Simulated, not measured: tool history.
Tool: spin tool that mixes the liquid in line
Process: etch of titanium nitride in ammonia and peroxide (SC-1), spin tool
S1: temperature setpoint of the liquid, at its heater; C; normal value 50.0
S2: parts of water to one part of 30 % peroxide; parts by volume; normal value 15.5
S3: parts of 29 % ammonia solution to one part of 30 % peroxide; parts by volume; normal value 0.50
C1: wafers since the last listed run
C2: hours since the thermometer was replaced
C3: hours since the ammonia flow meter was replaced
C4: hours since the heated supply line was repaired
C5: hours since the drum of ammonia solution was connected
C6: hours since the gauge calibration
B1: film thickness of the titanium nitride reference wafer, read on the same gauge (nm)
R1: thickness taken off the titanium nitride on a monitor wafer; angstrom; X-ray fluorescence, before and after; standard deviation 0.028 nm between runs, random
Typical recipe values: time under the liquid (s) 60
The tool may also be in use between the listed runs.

Run 1, hour 0.0: usual settings; C1 0; C2 744.9; C3 2170.1; C4 2372.4; C5 723.4; C6 747.3; B1 58.46. Result: R1 48.8 angstrom.
Run 2, hour 14.9: usual settings; C1 201; C2 759.8; C3 2185.0; C4 2387.3; C5 738.3; C6 762.2; B1 58.38. Result: R1 49.4 angstrom.
Run 3, hour 34.6: usual settings; C1 266; C2 779.5; C3 2204.7; C4 2407.0; C5 758.0; C6 781.9; B1 58.37. Result: R1 48.5 angstrom.
Run 4, hour 60.2: usual settings; C1 346; C2 805.1; C3 2230.3; C4 2432.6; C5 783.6; C6 807.5; B1 58.26. Result: R1 48.8 angstrom.
Run 5, hour 82.3: usual settings but time under the liquid (s) 85; C1 299; C2 827.2; C3 2252.4; C4 2454.7; C5 805.7; C6 829.6; B1 58.14. Result: R1 68.4 angstrom.
Run 6, hour 96.0: usual settings but time under the liquid (s) 85; C1 185; C2 840.9; C3 2266.1; C4 2468.4; C5 819.4; C6 843.3; B1 58.15. Result: R1 68.1 angstrom.
Run 7, hour 127.9: usual settings but time under the liquid (s) 85; C1 432; C2 872.8; C3 2298.0; C4 2500.3; C5 851.3; C6 875.2; B1 58.02. Result: R1 69.1 angstrom.
Run 8, hour 159.6: usual settings but S1 54.5 C, S2 18.5 parts by volume, S3 0.55 parts by volume, time under the liquid (s) 75; C1 429; C2 904.5; C3 2329.7; C4 2532.0; C5 883.0; C6 906.9; B1 57.88. Result: R1 75.8 angstrom.
At hour 178.0: new drum of ammonia solution connected.
Run 9, hour 191.6: usual settings; C1 419; C2 936.5; C3 2361.7; C4 2564.0; C5 13.6; C6 938.9; B1 57.79. Result: R1 48.0 angstrom.
Run 10, hour 204.9: usual settings but time under the liquid (s) 50; C1 180; C2 949.8; C3 2375.0; C4 2577.3; C5 26.9; C6 952.2; B1 57.71. Result: R1 40.4 angstrom.
Run 11, hour 235.4: usual settings but S3 0.70 parts by volume, time under the liquid (s) 25; C1 413; C2 980.3; C3 2405.5; C4 2607.8; C5 57.4; C6 982.7; B1 57.60. Result: R1 21.5 angstrom.
At hour 245.8: gauge calibrated.
Run 12, hour 270.7: usual settings but S3 0.35 parts by volume; C1 478; C2 1015.6; C3 2440.8; C4 2643.1; C5 92.7; C6 24.9; B1 59.62. Result: R1 46.7 angstrom.
Run 13, hour 296.2: usual settings but S1 57.5 C, S2 8.0 parts by volume, S3 0.30 parts by volume; C1 345; C2 1041.1; C3 2466.3; C4 2668.6; C5 118.2; C6 50.4; B1 59.58. Result: R1 108.1 angstrom.

Estimate the outcome of run 14 from the log above:
Run 14, hour 325.0: usual settings; C1 390; C2 1069.9; C3 2495.1; C4 2697.4; C5 147.0; C6 79.2; B1 ?. Result: R1 ?.

{"run 14": {"B1": 59.59, "R1": 49.6}}
Had the tool carried no hidden state, the very same run would have given R1 49.9 angstrom.

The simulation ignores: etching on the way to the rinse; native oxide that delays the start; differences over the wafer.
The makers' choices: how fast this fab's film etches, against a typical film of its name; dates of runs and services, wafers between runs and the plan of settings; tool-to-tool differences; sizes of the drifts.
